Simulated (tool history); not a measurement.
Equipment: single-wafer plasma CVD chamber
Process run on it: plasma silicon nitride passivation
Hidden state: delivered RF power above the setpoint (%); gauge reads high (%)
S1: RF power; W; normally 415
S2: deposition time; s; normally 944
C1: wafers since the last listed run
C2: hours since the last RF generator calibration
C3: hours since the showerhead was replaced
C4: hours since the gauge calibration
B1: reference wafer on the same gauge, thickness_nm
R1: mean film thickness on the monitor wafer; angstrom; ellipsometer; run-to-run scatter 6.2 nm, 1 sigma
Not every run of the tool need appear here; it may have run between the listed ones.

run    hour   S1    S2   C1      C2      C3      C4        B1        R1
  1       0  395   944    0   261.1  2528.4  1367.9  1319.922  13543.72
  2    32.8  395   944   95   293.9  2561.2  1400.7  1318.507   13623.5
       47.3  -- gauge calibrated
  3    83.5  395   944  147   344.6  2611.9    36.2   1318.94  13487.72
  4   140.3  415   944  165   401.4  2668.7      93  1318.936  13640.03
  5   189.2  415   944  142   450.3  2717.6   141.9  1319.165  13716.07
  6   237.7  415   944  141   498.8  2766.1   190.4   1320.46  13698.77
  7   293.9  415   944  163     555  2822.3   246.6  1318.517  13591.72
  8   320.8  415   944   78   581.9  2849.2   273.5   1319.16  13532.38
  9   378.7  415   944  168   639.8  2907.1   331.4  1320.284  13603.53
 10   427.3  415   944  141   688.4  2955.7     380  1319.528  13556.31
 11   498.1  415   803  205   759.2  3026.5   450.8   1320.77  11554.65
 12   556.9  415   803  170     818  3085.3   509.6   1320.85  11467.32
 13   610.5  450   944  155   871.6  3138.9   563.2  1321.718  13894.19
 14   664.4  450   944  156   925.5  3192.8   617.1  1319.638   13865.5
 15   734.8  450   944  204   995.9  3263.2   687.5  1320.461  13873.71
 16   803.2  415   944  198  1064.3  3331.6   755.9  1319.329  13553.12
 17   859.2  415   944  162  1120.3  3387.6   811.9  1320.499  13648.01
 18   906.6  415   944  137  1167.7    3435   859.3   1318.58  13526.36
 19   967.5  415   872  177  1228.6  3495.9   920.2  1320.477  12542.32
 20  1010.1  415   997  123  1271.2  3538.5   962.8  1319.571  14277.84
 21  1068.4  380   786  169  1329.5  3596.8  1021.1  1320.589  10984.13
 22  1109.3  415   944  118  1370.4  3637.7    1062  1319.596  13558.34
 23  1159.6  495   893  146  1420.7    3688  1112.3  1320.763  13437.54
     1193.4  -- showerhead replaced
 24  1193.9  475  1020   76    1455     0.5  1146.6  1319.445  15304.35
 25  1213.3  415   944   56  1474.4    19.9    1166  1318.818  13483.39
 26  1253.6  415   944  117  1514.7    60.2  1206.3  1319.685  13595.29
 27  1310.4  340   791  165  1571.5     117  1263.1  1320.254  10728.22
     1342.5  -- RF generator calibrated
 28  1357.2  415   944  112    14.7   163.8  1309.9  1320.588  13846.46
 29  1406.6  415   944  143    64.1   213.2  1359.3  1318.316  13804.35
     1435.2  -- gauge calibrated
 30  1453.5  460   895  136     111   260.1    18.3  1319.566  13468.16
 31  1500.2  455   944  135   157.7   306.8      65  1321.162  13999.88
 32  1537.6  395   783  108   195.1   344.2   102.4  1319.962  11297.54
 33  1594.9  350  1115  166   252.4   401.5   159.7  1320.764  15392.82
 34  1639.8  480   944  130   297.3   446.4   204.6  1320.514  14269.03
 35  1686.7  370   883  136   344.2   493.3   251.5   1318.91  12368.72
 36  1792.7  415   944  308   450.2   599.3   357.5  1321.133  13671.35
 37  1862.3  335   807  202   519.8   668.9   427.1  1319.803  10969.48
 38  1924.1  415  1077  179   581.6   730.7   488.9  1320.687  15560.17
 39  1965.1  415   944  119   622.6   771.7   529.9  1318.951  13627.56
 40  2030.4  470  1045  189   687.9     837   595.2  1319.054  15644.34
 41  2079.8  415   944  143   737.3   886.4   644.6  1320.811  13556.79
 42  2131.8  380   997  151   789.3   938.4   696.6  1322.077  13983.66

Branching from run 42: 5 alternative next runs. What would each branch give?
  A  2132.5  415   889   2  790  939.1  697.3   ?   ?
  B  2132.5  380   772   2  790  939.1  697.3   ?   ?
  C  2132.5  350   765   2  790  939.1  697.3   ?   ?
  D  2132.5  465  1049   2  790  939.1  697.3   ?   ?
  E  2132.5  475  1113   2  790  939.1  697.3   ?   ?

run        B1        R1
  A  1320.321  12793.56
  B  1320.321   10838.5
  C  1320.321  10496.59
  D  1320.321   15588.9
  E  1320.321  16640.04
With the hidden condition removed and each run's random variation left untouched, the same runs would have given:
run        R1
  A  13058.92
  B  11063.31
  C   10714.3
  D  15912.23
  E  16985.18
